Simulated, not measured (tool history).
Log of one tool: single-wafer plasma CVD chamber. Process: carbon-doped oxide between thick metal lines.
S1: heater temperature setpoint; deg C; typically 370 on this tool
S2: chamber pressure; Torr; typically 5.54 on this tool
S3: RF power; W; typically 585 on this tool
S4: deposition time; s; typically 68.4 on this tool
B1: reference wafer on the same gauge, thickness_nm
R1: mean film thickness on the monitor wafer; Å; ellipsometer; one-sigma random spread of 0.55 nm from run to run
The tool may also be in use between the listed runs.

{"run": 1, "hour": 0.0, "S1": 370, "S2": 5.54, "S3": 585, "S4": 68.4, "B1": 330.88, "R1": 3526.17}
{"run": 2, "hour": 10.1, "S1": 370, "S2": 5.54, "S3": 585, "S4": 68.4, "B1": 330.894, "R1": 3520.9}
{"run": 3, "hour": 21.7, "S1": 370, "S2": 5.54, "S3": 585, "S4": 68.4, "B1": 330.938, "R1": 3509.34}
{"run": 4, "hour": 36.4, "S1": 370, "S2": 5.18, "S3": 585, "S4": 68.4, "B1": 330.883, "R1": 3476.24}
{"run": 5, "hour": 49.7, "S1": 370, "S2": 5.18, "S3": 585, "S4": 68.4, "B1": 330.935, "R1": 3476.22}
{"run": 6, "hour": 63.7, "S1": 370, "S2": 6.62, "S3": 585, "S4": 68.4, "B1": 330.883, "R1": 3572.74}
{"hour": 72.8, "done": "gauge calibrated"}
{"run": 7, "hour": 79.7, "S1": 370, "S2": 5.54, "S3": 635, "S4": 68.4, "B1": 330.81, "R1": 3645.42}
{"run": 8, "hour": 87.1, "S1": 370, "S2": 5.54, "S3": 635, "S4": 68.4, "B1": 330.95, "R1": 3644.64}
{"run": 9, "hour": 99.2, "S1": 364, "S2": 4.4, "S3": 665, "S4": 61.0, "B1": 330.816, "R1": 3267.31}
{"hour": 107.6, "done": "capacitance manometer re-zeroed and calibrated"}
{"run": 10, "hour": 110.5, "S1": 383, "S2": 6.64, "S3": 475, "S4": 79.9, "B1": 331.032, "R1": 3662.98}
{"hour": 121.2, "done": "showerhead replaced"}
{"run": 11, "hour": 127.0, "S1": 360, "S2": 6.54, "S3": 510, "S4": 64.3, "B1": 331.057, "R1": 3216.37}
{"run": 12, "hour": 134.2, "S1": 365, "S2": 5.54, "S3": 585, "S4": 60.8, "B1": 330.878, "R1": 3156.8}
{"hour": 154.1, "done": "thermocouple changed; heater temperature recalibrated"}
{"run": 13, "hour": 154.6, "S1": 370, "S2": 5.54, "S3": 585, "S4": 68.4, "B1": 331.038, "R1": 3503.82}
{"hour": 172.9, "done": "RF generator calibrated"}
{"run": 14, "hour": 197.6, "S1": 370, "S2": 5.54, "S3": 635, "S4": 68.4, "B1": 331.196, "R1": 3792.53}
{"hour": 208.0, "done": "gauge calibrated"}
{"run": 15, "hour": 214.4, "S1": 370, "S2": 4.21, "S3": 585, "S4": 64.4, "B1": 330.843, "R1": 3309.5}
{"run": 16, "hour": 225.4, "S1": 370, "S2": 5.54, "S3": 470, "S4": 68.4, "B1": 330.892, "R1": 3282.49}
{"run": 17, "hour": 236.5, "S1": 358, "S2": 4.29, "S3": 490, "S4": 74.6, "B1": 330.985, "R1": 3634.39}

Predict each of these 5 candidate next runs independently; none follows another, all start after run 17:
{"run": "A", "hour": 236.9, "S1": 370, "S2": 5.54, "S3": 585, "S4": 55.2, "B1": "?", "R1": "?"}
{"run": "B", "hour": 236.9, "S1": 370, "S2": 6.27, "S3": 585, "S4": 61.9, "B1": "?", "R1": "?"}
{"run": "C", "hour": 236.9, "S1": 379, "S2": 4.79, "S3": 585, "S4": 78.9, "B1": "?", "R1": "?"}
{"run": "D", "hour": 236.9, "S1": 358, "S2": 5.54, "S3": 700, "S4": 76.8, "B1": "?", "R1": "?"}
{"run": "E", "hour": 236.9, "S1": 377, "S2": 4.16, "S3": 540, "S4": 81.7, "B1": "?", "R1": "?"}

run=A B1=330.826 R1=2948.91
run=B B1=330.826 R1=3348.42
run=C B1=330.826 R1=4034.91
run=D B1=330.826 R1=4601.18
run=E B1=330.826 R1=3961.15
What these runs would have given with no unlogged condition in the tool:
run=A R1=2958.10
run=B R1=3358.86
run=C R1=4047.49
run=D R1=4615.11
run=E R1=3973.90
